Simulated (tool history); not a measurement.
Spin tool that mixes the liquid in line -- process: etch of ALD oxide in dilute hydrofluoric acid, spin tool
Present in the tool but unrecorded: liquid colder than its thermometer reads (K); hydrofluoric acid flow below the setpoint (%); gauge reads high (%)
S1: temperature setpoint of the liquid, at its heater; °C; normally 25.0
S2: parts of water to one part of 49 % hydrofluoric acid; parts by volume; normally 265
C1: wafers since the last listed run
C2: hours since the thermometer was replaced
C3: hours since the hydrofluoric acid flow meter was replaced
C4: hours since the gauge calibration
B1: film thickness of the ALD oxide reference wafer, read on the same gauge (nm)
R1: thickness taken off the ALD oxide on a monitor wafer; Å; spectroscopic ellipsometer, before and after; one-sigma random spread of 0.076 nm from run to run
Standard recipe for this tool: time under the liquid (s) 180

Run 1, hour 0.0: usual settings; C1 0; C2 1770.2; C3 1144.6; C4 1651.9; B1 30.01. Result: R1 83.8 Å.
Run 2, hour 83.2: usual settings; C1 453; C2 1853.4; C3 1227.8; C4 1735.1; B1 30.02. Result: R1 83.1 Å.
Run 3, hour 186.4: usual settings; C1 562; C2 1956.6; C3 1331.0; C4 1838.3; B1 29.98. Result: R1 81.8 Å.
Run 4, hour 235.4: usual settings; C1 267; C2 2005.6; C3 1380.0; C4 1887.3; B1 30.00. Result: R1 83.6 Å.
Run 5, hour 329.5: usual settings but S1 28.0 °C, S2 220 parts by volume; C1 513; C2 2099.7; C3 1474.1; C4 1981.4; B1 29.97. Result: R1 116.2 Å.
At hour 393.3: hydrofluoric acid flow meter replaced.
Run 6, hour 428.5: usual settings but S1 28.0 °C, S2 220 parts by volume; C1 534; C2 2198.7; C3 35.2; C4 2080.4; B1 30.01. Result: R1 118.6 Å.
Run 7, hour 466.7: usual settings but S1 28.5 °C; C1 208; C2 2236.9; C3 73.4; C4 2118.6; B1 29.96. Result: R1 95.2 Å.
Run 8, hour 557.2: usual settings but S1 28.5 °C; C1 493; C2 2327.4; C3 163.9; C4 2209.1; B1 30.02. Result: R1 94.9 Å.
At hour 645.4: thermometer replaced.
Run 9, hour 653.6: usual settings; C1 520; C2 8.2; C3 260.3; C4 2305.5; B1 29.98. Result: R1 83.3 Å.
Run 10, hour 701.0: usual settings; C1 258; C2 55.6; C3 307.7; C4 2352.9; B1 29.98. Result: R1 82.8 Å.
Run 11, hour 771.3: usual settings; C1 383; C2 125.9; C3 378.0; C4 2423.2; B1 30.00. Result: R1 83.9 Å.
Run 12, hour 831.2: usual settings; C1 326; C2 185.8; C3 437.9; C4 2483.1; B1 30.01. Result: R1 84.7 Å.
Run 13, hour 903.0: usual settings but S1 27.0 °C, time under the liquid (s) 85; C1 391; C2 257.6; C3 509.7; C4 2554.9; B1 30.04. Result: R1 42.9 Å.
At hour 908.7: gauge calibrated.
Run 14, hour 1002.6: usual settings but time under the liquid (s) 210; C1 543; C2 357.2; C3 609.3; C4 93.9; B1 30.02. Result: R1 97.9 Å.
Run 15, hour 1076.4: usual settings but S2 300 parts by volume; C1 402; C2 431.0; C3 683.1; C4 167.7; B1 30.02. Result: R1 71.6 Å.
Run 16, hour 1181.4: usual settings but S2 195 parts by volume; C1 572; C2 536.0; C3 788.1; C4 272.7; B1 30.02. Result: R1 123.2 Å.
Run 17, hour 1259.1: usual settings but time under the liquid (s) 115; C1 423; C2 613.7; C3 865.8; C4 350.4; B1 30.01. Result: R1 53.7 Å.
Run 18, hour 1336.8: usual settings; C1 423; C2 691.4; C3 943.5; C4 428.1; B1 30.01. Result: R1 83.8 Å.
Run 19, hour 1423.0: usual settings but S1 29.5 °C; C1 470; C2 777.6; C3 1029.7; C4 514.3; B1 30.00. Result: R1 98.3 Å.
Run 20, hour 1510.3: usual settings but S2 370 parts by volume, time under the liquid (s) 95; C1 476; C2 864.9; C3 1117.0; C4 601.6; B1 29.97. Result: R1 28.6 Å.
Run 21, hour 1611.3: usual settings; C1 550; C2 965.9; C3 1218.0; C4 702.6; B1 29.99. Result: R1 82.4 Å.
Run 22, hour 1867.1: usual settings but S2 215 parts by volume, time under the liquid (s) 215; C1 1395; C2 1221.7; C3 1473.8; C4 958.4; B1 30.00. Result: R1 131.8 Å.
Run 23, hour 1922.1: usual settings; C1 299; C2 1276.7; C3 1528.8; C4 1013.4; B1 30.01. Result: R1 83.6 Å.
Run 24, hour 1964.9: usual settings but S2 220 parts by volume; C1 233; C2 1319.5; C3 1571.6; C4 1056.2; B1 30.02. Result: R1 106.0 Å.
At hour 2044.8: hydrofluoric acid flow meter replaced.
Run 25, hour 2070.6: usual settings but S1 27.0 °C, time under the liquid (s) 75; C1 571; C2 1425.2; C3 25.8; C4 1161.9; B1 30.01. Result: R1 37.2 Å.
Run 26, hour 2162.1: usual settings; C1 499; C2 1516.7; C3 117.3; C4 1253.4; B1 30.05. Result: R1 83.7 Å.
Run 27, hour 2225.9: usual settings; C1 347; C2 1580.5; C3 181.1; C4 1317.2; B1 30.00. Result: R1 84.1 Å.
Run 28, hour 2323.2: usual settings but time under the liquid (s) 285; C1 530; C2 1677.8; C3 278.4; C4 1414.5; B1 29.96. Result: R1 132.6 Å.
Run 29, hour 2359.3: usual settings but S1 21.5 °C, S2 315 parts by volume, time under the liquid (s) 140; C1 196; C2 1713.9; C3 314.5; C4 1450.6; B1 30.01. Result: R1 47.1 Å.
Run 30, hour 2413.6: usual settings but S1 22.5 °C, S2 220 parts by volume, time under the liquid (s) 110; C1 296; C2 1768.2; C3 368.8; C4 1504.9; B1 30.01. Result: R1 59.3 Å.
Run 31, hour 2490.3: usual settings but S1 29.5 °C, S2 155 parts by volume, time under the liquid (s) 235; C1 418; C2 1844.9; C3 445.5; C4 1581.6; B1 30.03. Result: R1 249.9 Å.
Run 32, hour 2597.8: usual settings but S2 370 parts by volume, time under the liquid (s) 95; C1 586; C2 1952.4; C3 553.0; C4 1689.1; B1 30.02. Result: R1 28.4 Å.
Run 33, hour 2638.5: usual settings but S1 23.5 °C, S2 320 parts by volume; C1 221; C2 1993.1; C3 593.7; C4 1729.8; B1 29.98. Result: R1 62.6 Å.
At hour 2641.1: thermometer replaced.
Run 34, hour 2727.3: usual settings but S1 27.0 °C, S2 220 parts by volume, time under the liquid (s) 210; C1 478; C2 86.2; C3 682.5; C4 1818.6; B1 30.02. Result: R1 132.7 Å.
Run 35, hour 2805.0: usual settings but S2 370 parts by volume, time under the liquid (s) 95; C1 423; C2 163.9; C3 760.2; C4 1896.3; B1 29.98. Result: R1 28.0 Å.

Exercise: give the hidden state of the tool at every run:
liquid colder than its thermometer reads (K): 0 across all the runs
hydrofluoric acid flow below the setpoint (%): 0 across all the runs
gauge reads high (%): 0 across all the runs
